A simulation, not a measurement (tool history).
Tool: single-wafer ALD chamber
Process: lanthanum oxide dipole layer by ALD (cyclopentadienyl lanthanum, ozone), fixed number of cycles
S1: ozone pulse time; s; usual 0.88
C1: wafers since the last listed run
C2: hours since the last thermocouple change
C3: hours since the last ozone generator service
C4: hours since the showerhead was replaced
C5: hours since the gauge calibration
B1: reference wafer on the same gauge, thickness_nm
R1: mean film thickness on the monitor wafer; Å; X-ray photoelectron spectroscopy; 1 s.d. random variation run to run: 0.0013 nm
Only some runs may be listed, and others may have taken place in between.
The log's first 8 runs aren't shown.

run   hour    S1   C1      C2     C3      C4     C5     B1    R1
  9  107.9  0.88  232  2739.6  406.7  3430.7  138.7  0.523  4.78
 10  125.7  0.88  304  2757.4  424.5  3448.5  156.5  0.523  4.79
 11  143.1  0.88  297  2774.8  441.9  3465.9  173.9  0.523  4.78
 12  149.4  0.88  107  2781.1  448.2  3472.2  180.2  0.523  4.75
     161.4  -- showerhead replaced
 13  161.9  0.88   76  2793.6  460.7     0.5  192.7  0.523  4.76
 14  170.1  0.88  140  2801.8  468.9     8.7  200.9  0.523  4.76
 15  187.6  1.11  299  2819.3  486.4    26.2  218.4  0.523  5.07
 16  195.5  0.74  135  2827.2  494.3    34.1  226.3  0.523  4.47
     208.2  -- ozone generator serviced
 17  208.7  1.08   88  2840.4    0.5    47.3  239.5  0.523  5.07
 18  213.8  0.98   87  2845.5    5.6    52.4  244.6  0.523  4.94
 19  252.1  0.76  654  2883.8   43.9    90.7  282.9  0.523   4.6
 20  261.9  0.88  167  2893.6   53.7   100.5  292.7  0.523  4.79
 21  277.6  0.88  268  2909.3   69.4   116.2  308.4  0.523  4.82
     289.7  -- gauge calibrated
     294.9  -- thermocouple changed; heater temperature recalibrated
 22  295.4  1.17  167     0.5   87.2     134    5.7  0.523  5.18
 23  304.8     1  160     9.9   96.6   143.4   15.1  0.523  4.98
 24  314.2  0.64  160    19.3    106   152.8   24.5  0.523  4.28
 25    322  1.03  133    27.1  113.8   160.6   32.3  0.523  5.03
 26  374.5   1.1  897    79.6  166.3   213.1   84.8  0.523   5.1
 27    382  1.21  128    87.1  173.8   220.6   92.3  0.523  5.21
 28  398.3  0.88  278   103.4  190.1   236.9  108.6  0.523   4.8
 29  404.4  0.67  104   109.5  196.2     243  114.7  0.523  4.38
 30  420.6  1.01  277   125.7  212.4   259.2  130.9  0.523     5

Here are 5 independent what-if runs from the current tool condition. What would each one return?
  A   421  0.79   6  126.1  212.8  259.6  131.3   ?   ?
  B   421  0.56   6  126.1  212.8  259.6  131.3   ?   ?
  C   421  0.77   6  126.1  212.8  259.6  131.3   ?   ?
  D   421  0.69   6  126.1  212.8  259.6  131.3   ?   ?
  E   421  0.73   6  126.1  212.8  259.6  131.3   ?   ?

run     B1    R1
  A  0.523  4.63
  B  0.523  4.06
  C  0.523  4.59
  D  0.523  4.41
  E  0.523   4.5
Without the tool's hidden state the same runs would have given:
run    R1
  A  4.65
  B  4.08
  C  4.61
  D  4.43
  E  4.52
